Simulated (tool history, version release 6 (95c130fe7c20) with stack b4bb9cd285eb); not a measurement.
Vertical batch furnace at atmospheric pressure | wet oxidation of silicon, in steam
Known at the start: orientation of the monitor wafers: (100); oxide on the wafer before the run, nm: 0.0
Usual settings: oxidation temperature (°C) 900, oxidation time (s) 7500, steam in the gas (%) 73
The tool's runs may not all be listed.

run,hour,oxidation temperature (°C),oxidation time (s),steam in the gas (%),"read-back reference wafer on the same gauge, thickness",oxide thickness on the monitor wafer (angstrom)
1,0,907,7500,69,264.53,2360.1
2,38.8,900,7500,73,265.44,2261.1
3,352.5,900,7500,73,268.46,2306.4
4,413.9,900,7500,73,268.8,2293.3
5,454.5,900,7500,73,268.87,2292.4
6,501.3,900,7500,73,269.4,2304
7,582.9,900,7500,66,270.05,2120.9
8,770,900,7500,73,270.51,2321.3
9,841.9,900,7500,73,270.74,2315.1
10,882.7,900,7500,73,270.97,2327.6
11,919.6,900,7500,63,270.72,2042
12,1024,911,10020,64,271.02,3014.9
13,1112.3,878,10500,73,271.26,2284.7
14,1210.3,900,7500,73,271.46,2322.6
15,1307.5,881,7500,63,264.82,1505.7
16,1353.1,922,3930,73,264.68,1699.6
17,1446.9,887,7500,83,266.3,2138.6
18,1537,876,6090,73,267.86,1342
19,1612.8,916,7500,73,267.96,2767.8
20,1651.9,887,7500,83,268.43,2152

Not shown: 3 entries that the log had between the listed runs. Between which runs, and how does the tool's hidden state differ before and after?
Between runs 5 and 6: steam generator serviced (hour 497.6)
  gauge reads high (%): 1.91 -> 2.01
  measured less the result without the state, oxide thickness on the monitor wafer (angstrom): +43 -> +45.4
Between runs 8 and 9: thermocouples replaced and temperature profile calibrated (hour 807.4)
  gauge reads high (%): 2.43 -> 2.51
  measured less the result without the state, oxide thickness on the monitor wafer (angstrom): +55.1 -> +56.7
Between runs 14 and 15: gauge calibrated (hour 1239)
  gauge reads high (%): 2.79 -> 0.163
  measured less the result without the state, oxide thickness on the monitor wafer (angstrom): +63.1 -> +2.5
